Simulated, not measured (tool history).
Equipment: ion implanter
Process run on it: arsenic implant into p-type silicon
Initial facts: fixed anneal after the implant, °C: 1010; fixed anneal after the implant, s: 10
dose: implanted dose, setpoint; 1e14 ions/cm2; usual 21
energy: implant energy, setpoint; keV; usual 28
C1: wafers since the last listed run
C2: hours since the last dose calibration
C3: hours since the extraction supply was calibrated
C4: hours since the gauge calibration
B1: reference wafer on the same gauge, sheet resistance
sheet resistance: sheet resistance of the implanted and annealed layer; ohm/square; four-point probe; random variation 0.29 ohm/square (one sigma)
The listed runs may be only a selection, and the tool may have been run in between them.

{"run": 1, "hour": 0.0, "dose": 21, "energy": 20.5, "C1": 0, "C2": 510.8, "C3": 1220.8, "C4": 3386.4, "B1": 105.21, "sheet resistance": 104.67}
{"run": 2, "hour": 91.7, "dose": 21, "energy": 28, "C1": 1524, "C2": 602.5, "C3": 1312.5, "C4": 3478.1, "B1": 105.05, "sheet resistance": 91.38}
{"run": 3, "hour": 132.9, "dose": 21, "energy": 28, "C1": 684, "C2": 643.7, "C3": 1353.7, "C4": 3519.3, "B1": 105.33, "sheet resistance": 91.16}
{"hour": 212.8, "done": "Faraday cup replaced and dose calibrated"}
{"run": 4, "hour": 217.6, "dose": 21, "energy": 33, "C1": 1274, "C2": 4.8, "C3": 1438.4, "C4": 3604, "B1": 105.17, "sheet resistance": 85.08}
{"run": 5, "hour": 315.6, "dose": 21, "energy": 33, "C1": 1628, "C2": 102.8, "C3": 1536.4, "C4": 3702, "B1": 105.26, "sheet resistance": 84.68}
{"run": 6, "hour": 388.4, "dose": 21, "energy": 28, "C1": 1210, "C2": 175.6, "C3": 1609.2, "C4": 3774.8, "B1": 105.26, "sheet resistance": 91.5}
{"run": 7, "hour": 463.0, "dose": 21, "energy": 28, "C1": 1240, "C2": 250.2, "C3": 1683.8, "C4": 3849.4, "B1": 105.18, "sheet resistance": 90.97}
{"run": 8, "hour": 557.3, "dose": 21, "energy": 28, "C1": 1567, "C2": 344.5, "C3": 1778.1, "C4": 3943.7, "B1": 105.21, "sheet resistance": 91.92}
{"hour": 607.1, "done": "gauge calibrated"}
{"run": 9, "hour": 662.5, "dose": 21, "energy": 28, "C1": 1748, "C2": 449.7, "C3": 1883.3, "C4": 55.4, "B1": 105.23, "sheet resistance": 91.66}
{"run": 10, "hour": 755.7, "dose": 21, "energy": 28, "C1": 1549, "C2": 542.9, "C3": 1976.5, "C4": 148.6, "B1": 105.12, "sheet resistance": 91.93}
{"run": 11, "hour": 856.0, "dose": 21, "energy": 28, "C1": 1667, "C2": 643.2, "C3": 2076.8, "C4": 248.9, "B1": 105.08, "sheet resistance": 91.95}
{"hour": 899.8, "done": "Faraday cup replaced and dose calibrated"}
{"run": 12, "hour": 900.3, "dose": 21, "energy": 28, "C1": 603, "C2": 0.5, "C3": 2121.1, "C4": 293.2, "B1": 105.2, "sheet resistance": 91.98}
{"run": 13, "hour": 969.6, "dose": 25.59, "energy": 28, "C1": 1151, "C2": 69.8, "C3": 2190.4, "C4": 362.5, "B1": 105.19, "sheet resistance": 89.12}
{"run": 14, "hour": 1061.0, "dose": 21, "energy": 28, "C1": 1519, "C2": 161.2, "C3": 2281.8, "C4": 453.9, "B1": 105.25, "sheet resistance": 92.12}
{"run": 15, "hour": 1206.7, "dose": 21, "energy": 28, "C1": 2421, "C2": 306.9, "C3": 2427.5, "C4": 599.6, "B1": 105.21, "sheet resistance": 91.42}
{"run": 16, "hour": 1264.4, "dose": 21, "energy": 28, "C1": 959, "C2": 364.6, "C3": 2485.2, "C4": 657.3, "B1": 105.22, "sheet resistance": 92.04}
{"run": 17, "hour": 1310.0, "dose": 21, "energy": 28, "C1": 757, "C2": 410.2, "C3": 2530.8, "C4": 702.9, "B1": 105.19, "sheet resistance": 92.45}
{"run": 18, "hour": 1397.6, "dose": 23.48, "energy": 19, "C1": 1456, "C2": 497.8, "C3": 2618.4, "C4": 790.5, "B1": 105.24, "sheet resistance": 106.9}
{"run": 19, "hour": 1464.7, "dose": 21, "energy": 28, "C1": 1115, "C2": 564.9, "C3": 2685.5, "C4": 857.6, "B1": 105.26, "sheet resistance": 92.05}
{"hour": 1509.5, "done": "Faraday cup replaced and dose calibrated"}
{"run": 20, "hour": 1540.2, "dose": 16.25, "energy": 28, "C1": 1121, "C2": 30.7, "C3": 2761, "C4": 933.1, "B1": 105.2, "sheet resistance": 97.42}
{"run": 21, "hour": 1589.8, "dose": 18.19, "energy": 34.5, "C1": 824, "C2": 80.3, "C3": 2810.6, "C4": 982.7, "B1": 105.16, "sheet resistance": 86.28}
{"run": 22, "hour": 1626.7, "dose": 25.56, "energy": 18.5, "C1": 613, "C2": 117.2, "C3": 2847.5, "C4": 1019.6, "B1": 105.21, "sheet resistance": 106.87}
{"run": 23, "hour": 1706.9, "dose": 26.2, "energy": 32.5, "C1": 1333, "C2": 197.4, "C3": 2927.7, "C4": 1099.8, "B1": 105.04, "sheet resistance": 83.34}
{"hour": 1786.6, "done": "extraction supply calibrated"}
{"run": 24, "hour": 1806.7, "dose": 21, "energy": 28, "C1": 1525, "C2": 297.2, "C3": 20.1, "C4": 1199.6, "B1": 105.16, "sheet resistance": 90.71}
{"run": 25, "hour": 1862.4, "dose": 17.71, "energy": 32, "C1": 925, "C2": 352.9, "C3": 75.8, "C4": 1255.3, "B1": 105.13, "sheet resistance": 89.22}
{"run": 26, "hour": 1921.9, "dose": 23.09, "energy": 32.5, "C1": 989, "C2": 412.4, "C3": 135.3, "C4": 1314.8, "B1": 105.25, "sheet resistance": 83.35}
{"run": 27, "hour": 2028.9, "dose": 21, "energy": 28, "C1": 1778, "C2": 519.4, "C3": 242.3, "C4": 1421.8, "B1": 105.23, "sheet resistance": 91.42}
{"run": 28, "hour": 2073.2, "dose": 24.85, "energy": 35, "C1": 736, "C2": 563.7, "C3": 286.6, "C4": 1466.1, "B1": 105.26, "sheet resistance": 79.37}
{"run": 29, "hour": 2131.9, "dose": 21, "energy": 28, "C1": 975, "C2": 622.4, "C3": 345.3, "C4": 1524.8, "B1": 105.06, "sheet resistance": 91.21}
{"run": 30, "hour": 2210.0, "dose": 21, "energy": 31, "C1": 1298, "C2": 700.5, "C3": 423.4, "C4": 1602.9, "B1": 105.31, "sheet resistance": 86.97}
{"hour": 2238.8, "done": "Faraday cup replaced and dose calibrated"}
{"run": 31, "hour": 2259.4, "dose": 21, "energy": 28, "C1": 688, "C2": 20.6, "C3": 472.8, "C4": 1652.3, "B1": 105.21, "sheet resistance": 91.04}
{"run": 32, "hour": 2327.7, "dose": 21, "energy": 32, "C1": 1135, "C2": 88.9, "C3": 541.1, "C4": 1720.6, "B1": 105.19, "sheet resistance": 85.59}
{"run": 33, "hour": 2391.1, "dose": 23.31, "energy": 35, "C1": 1053, "C2": 152.3, "C3": 604.5, "C4": 1784, "B1": 105.2, "sheet resistance": 80.88}
{"run": 34, "hour": 2451.8, "dose": 16.77, "energy": 23, "C1": 1008, "C2": 213, "C3": 665.2, "C4": 1844.7, "B1": 105.19, "sheet resistance": 103.24}
{"run": 35, "hour": 2529.4, "dose": 23.17, "energy": 36.5, "C1": 1289, "C2": 290.6, "C3": 742.8, "C4": 1922.3, "B1": 105.22, "sheet resistance": 79.63}
{"run": 36, "hour": 2583.6, "dose": 21, "energy": 28, "C1": 900, "C2": 344.8, "C3": 797, "C4": 1976.5, "B1": 105.19, "sheet resistance": 91.46}
{"run": 37, "hour": 2654.3, "dose": 26.55, "energy": 19, "C1": 1175, "C2": 415.5, "C3": 867.7, "C4": 2047.2, "B1": 105.25, "sheet resistance": 104.74}

Below, each run's measurement less what the same run would have read without the hidden state. Both values contain the same run-to-run variation, but the gauge's scatter may not be the same in both:
Hidden state at play: deviation of the true dose from the Faraday cup's reading, %; deviation of the true energy from its setpoint, %; gauge reads high (%).
run=1 sheet_resistance=+0.42
run=2 sheet_resistance=+0.44
run=3 sheet_resistance=+0.45
run=4 sheet_resistance=+0.46
run=5 sheet_resistance=+0.49
run=6 sheet_resistance=+0.57
run=7 sheet_resistance=+0.6
run=8 sheet_resistance=+0.65
run=9 sheet_resistance=+0.7
run=10 sheet_resistance=+0.74
run=11 sheet_resistance=+0.79
run=12 sheet_resistance=+0.8
run=13 sheet_resistance=+0.86
run=14 sheet_resistance=+0.87
run=15 sheet_resistance=+0.94
run=16 sheet_resistance=+0.97
run=17 sheet_resistance=+0.99
run=18 sheet_resistance=+1.04
run=19 sheet_resistance=+1.06
run=20 sheet_resistance=+1.04
run=21 sheet_resistance=+0.96
run=22 sheet_resistance=+1.13
run=23 sheet_resistance=+1.15
run=24 sheet_resistance=-0.15
run=25 sheet_resistance=-0.11
run=26 sheet_resistance=-0.09
run=27 sheet_resistance=-0.05
run=28 sheet_resistance=-0.03
run=29 sheet_resistance=+0
run=30 sheet_resistance=+0.03
run=31 sheet_resistance=+0.05
run=32 sheet_resistance=+0.08
run=33 sheet_resistance=+0.11
run=34 sheet_resistance=+0.14
run=35 sheet_resistance=+0.15
run=36 sheet_resistance=+0.19
run=37 sheet_resistance=+0.23

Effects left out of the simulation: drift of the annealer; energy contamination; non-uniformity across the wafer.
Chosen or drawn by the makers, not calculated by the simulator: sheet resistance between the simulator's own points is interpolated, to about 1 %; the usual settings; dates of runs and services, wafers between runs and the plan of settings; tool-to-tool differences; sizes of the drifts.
